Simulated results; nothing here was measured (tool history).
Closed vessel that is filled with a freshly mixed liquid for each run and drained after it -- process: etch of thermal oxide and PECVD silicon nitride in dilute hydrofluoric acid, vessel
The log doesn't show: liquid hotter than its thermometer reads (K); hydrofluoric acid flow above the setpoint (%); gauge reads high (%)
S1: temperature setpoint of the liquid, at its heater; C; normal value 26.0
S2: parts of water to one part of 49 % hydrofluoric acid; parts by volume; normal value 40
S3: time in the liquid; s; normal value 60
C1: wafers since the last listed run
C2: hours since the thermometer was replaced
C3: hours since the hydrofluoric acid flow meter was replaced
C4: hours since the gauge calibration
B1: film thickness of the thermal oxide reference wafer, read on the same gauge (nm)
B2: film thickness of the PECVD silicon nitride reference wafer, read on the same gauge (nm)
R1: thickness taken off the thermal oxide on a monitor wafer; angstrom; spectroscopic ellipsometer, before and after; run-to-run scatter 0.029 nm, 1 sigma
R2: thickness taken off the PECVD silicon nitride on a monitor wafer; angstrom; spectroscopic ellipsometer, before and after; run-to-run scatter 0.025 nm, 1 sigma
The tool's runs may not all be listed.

run 1 hour=0.0 | S1=26.0 S2=40 S3=85 | C1=0 C2=886.9 C3=588.5 C4=87.3 | B1=119.97 B2=50.001 | R1=117.8 R2=52.69
run 2 hour=19.7 | S1=26.0 S2=40 S3=60 | C1=1501 C2=906.6 C3=608.2 C4=107.0 | B1=120.02 B2=49.998 | R1=83.6 R2=37.13
run 3 hour=43.5 | S1=26.0 S2=40 S3=60 | C1=1813 C2=930.4 C3=632.0 C4=130.8 | B1=120.00 B2=49.982 | R1=82.8 R2=37.00
run 4 hour=76.7 | S1=26.0 S2=40 S3=60 | C1=2530 C2=963.6 C3=665.2 C4=164.0 | B1=119.98 B2=50.018 | R1=83.2 R2=36.42
run 5 hour=90.7 | S1=27.0 S2=40 S3=60 | C1=1066 C2=977.6 C3=679.2 C4=178.0 | B1=120.00 B2=49.996 | R1=86.3 R2=38.82
run 6 hour=118.2 | S1=27.0 S2=40 S3=60 | C1=2095 C2=1005.1 C3=706.7 C4=205.5 | B1=120.00 B2=50.019 | R1=87.1 R2=38.89
run 7 hour=143.2 | S1=26.0 S2=40 S3=80 | C1=1905 C2=1030.1 C3=731.7 C4=230.5 | B1=120.00 B2=50.004 | R1=111.0 R2=48.13
run 8 hour=161.5 | S1=26.0 S2=40 S3=60 | C1=1394 C2=1048.4 C3=750.0 C4=248.8 | B1=120.01 B2=49.976 | R1=83.0 R2=36.92
run 9 hour=175.2 | S1=26.0 S2=40 S3=60 | C1=1044 C2=1062.1 C3=763.7 C4=262.5 | B1=120.02 B2=50.015 | R1=83.5 R2=37.11
run 10 hour=194.7 | S1=26.0 S2=40 S3=60 | C1=1486 C2=1081.6 C3=783.2 C4=282.0 | B1=119.99 B2=50.026 | R1=83.2 R2=36.56
run 11 hour=212.0 | S1=26.0 S2=40 S3=60 | C1=1318 C2=1098.9 C3=800.5 C4=299.3 | B1=120.06 B2=50.012 | R1=83.4 R2=36.70
run 12 hour=239.7 | S1=29.0 S2=60 S3=90 | C1=2110 C2=1126.6 C3=828.2 C4=327.0 | B1=119.98 B2=49.998 | R1=91.3 R2=44.46
run 13 hour=265.1 | S1=22.0 S2=25 S3=60 | C1=1935 C2=1152.0 C3=853.6 C4=352.4 | B1=120.00 B2=49.992 | R1=115.6 R2=44.38
run 14 hour=298.0 | S1=24.0 S2=60 S3=60 | C1=2507 C2=1184.9 C3=886.5 C4=385.3 | B1=120.03 B2=50.012 | R1=49.3 R2=21.48
run 15 hour=310.7 | S1=26.0 S2=40 S3=75 | C1=967 C2=1197.6 C3=899.2 C4=398.0 | B1=119.99 B2=49.977 | R1=103.8 R2=46.25
-- hour=325.1 hydrofluoric acid flow meter replaced
run 16 hour=334.1 | S1=27.5 S2=25 S3=35 | C1=1707 C2=1221.0 C3=9.0 C4=421.4 | B1=119.95 B2=49.989 | R1=84.2 R2=37.41
-- hour=346.5 thermometer replaced
-- hour=358.5 gauge calibrated
run 17 hour=365.9 | S1=26.0 S2=40 S3=60 | C1=2347 C2=19.4 C3=40.8 C4=7.4 | B1=119.99 B2=49.973 | R1=83.3 R2=36.76
run 18 hour=380.0 | S1=22.0 S2=30 S3=80 | C1=1074 C2=33.5 C3=54.9 C4=21.5 | B1=120.01 B2=50.018 | R1=126.8 R2=48.82
run 19 hour=414.7 | S1=30.0 S2=35 S3=90 | C1=2644 C2=68.2 C3=89.6 C4=56.2 | B1=120.03 B2=49.997 | R1=168.5 R2=81.57
run 20 hour=429.1 | S1=26.0 S2=40 S3=60 | C1=1097 C2=82.6 C3=104.0 C4=70.6 | B1=120.02 B2=49.987 | R1=83.4 R2=37.00
run 21 hour=441.6 | S1=26.0 S2=40 S3=60 | C1=952 C2=95.1 C3=116.5 C4=83.1 | B1=119.97 B2=50.022 | R1=83.5 R2=36.74
run 22 hour=473.5 | S1=28.0 S2=20 S3=30 | C1=2430 C2=127.0 C3=148.4 C4=115.0 | B1=120.02 B2=49.989 | R1=92.8 R2=40.67
run 23 hour=507.8 | S1=26.0 S2=60 S3=30 | C1=2613 C2=161.3 C3=182.7 C4=149.3 | B1=119.99 B2=49.994 | R1=27.0 R2=12.23
run 24 hour=535.6 | S1=21.5 S2=45 S3=70 | C1=2118 C2=189.1 C3=210.5 C4=177.1 | B1=119.99 B2=50.009 | R1=70.8 R2=28.01
run 25 hour=563.4 | S1=30.0 S2=55 S3=90 | C1=2118 C2=216.9 C3=238.3 C4=204.9 | B1=120.03 B2=50.001 | R1=104.0 R2=52.21

Here are 5 independent what-if runs from the current tool condition. What would each one return?
run A hour=564.1 | S1=29.0 S2=40 S3=60 | C1=53 C2=217.6 C3=239.0 C4=205.6 | B1=? B2=? | R1=? R2=?
run B hour=564.1 | S1=26.0 S2=40 S3=90 | C1=53 C2=217.6 C3=239.0 C4=205.6 | B1=? B2=? | R1=? R2=?
run C hour=564.1 | S1=26.0 S2=25 S3=60 | C1=53 C2=217.6 C3=239.0 C4=205.6 | B1=? B2=? | R1=? R2=?
run D hour=564.1 | S1=30.0 S2=40 S3=60 | C1=53 C2=217.6 C3=239.0 C4=205.6 | B1=? B2=? | R1=? R2=?
run E hour=564.1 | S1=22.5 S2=40 S3=60 | C1=53 C2=217.6 C3=239.0 C4=205.6 | B1=? B2=? | R1=? R2=?

run=A B1=120.00 B2=50.011 R1=94.2 R2=44.60
run=B B1=120.00 B2=50.011 R1=125.1 R2=54.87
run=C B1=120.00 B2=50.011 R1=136.3 R2=57.72
run=D B1=120.00 B2=50.011 R1=98.0 R2=47.60
run=E B1=120.00 B2=50.011 R1=72.2 R2=28.87
With the hidden condition removed and each run's random variation left untouched, the same runs would have given:
run=A R1=94.2 R2=44.60
run=B R1=125.1 R2=54.87
run=C R1=136.3 R2=57.72
run=D R1=98.0 R2=47.60
run=E R1=72.2 R2=28.87
